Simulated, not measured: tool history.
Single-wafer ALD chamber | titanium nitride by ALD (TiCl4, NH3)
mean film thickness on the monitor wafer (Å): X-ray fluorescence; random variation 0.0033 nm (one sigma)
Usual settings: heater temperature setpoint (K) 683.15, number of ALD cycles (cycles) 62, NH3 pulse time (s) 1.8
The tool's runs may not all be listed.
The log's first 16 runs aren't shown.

run	hour	heater temperature setpoint (K)	number of ALD cycles (cycles)	NH3 pulse time (s)	read-back reference wafer on the same gauge, thickness_nm	mean film thickness on the monitor wafer (Å)
17	771	683.15	62	1.8	1.399	13.28
18	837.8	683.15	62	2.23	1.398	13.38
19	880.7	683.15	62	2.23	1.399	13.42
20	940.2	683.15	62	1.8	1.4	13.31
21	993.7	683.15	62	1.8	1.399	13.25
# hour 1026.1: thermocouple changed; heater temperature recalibrated
# hour 1102.1: gauge calibrated
22	1166.3	692.15	52	1.11	1.4	10.78
23	1222.4	670.15	62	1.8	1.402	13.17
24	1271.4	683.15	62	1.8	1.4	13.26
25	1304.6	683.15	62	1.8	1.4	13.26
26	1376.5	683.15	62	1.8	1.4	13.26
27	1442.5	694.15	57	2.25	1.401	12.39
28	1466.6	669.15	66	1.8	1.4	14.04
29	1534.3	673.15	53	2.16	1.401	11.44
30	1581.5	683.15	67	1.19	1.401	13.93
31	1636.6	683.15	67	1.8	1.399	14.29
32	1688.9	689.15	62	1.8	1.4	13.29

Forecast run 33:
33	1729.9	683.15	62	1.8	?	?

Run 33 gave read-back reference wafer on the same gauge, thickness_nm 1.4, mean film thickness on the monitor wafer (Å) 13.24.
Without the tool's hidden state the same run would have given mean film thickness on the monitor wafer (Å) 13.24.
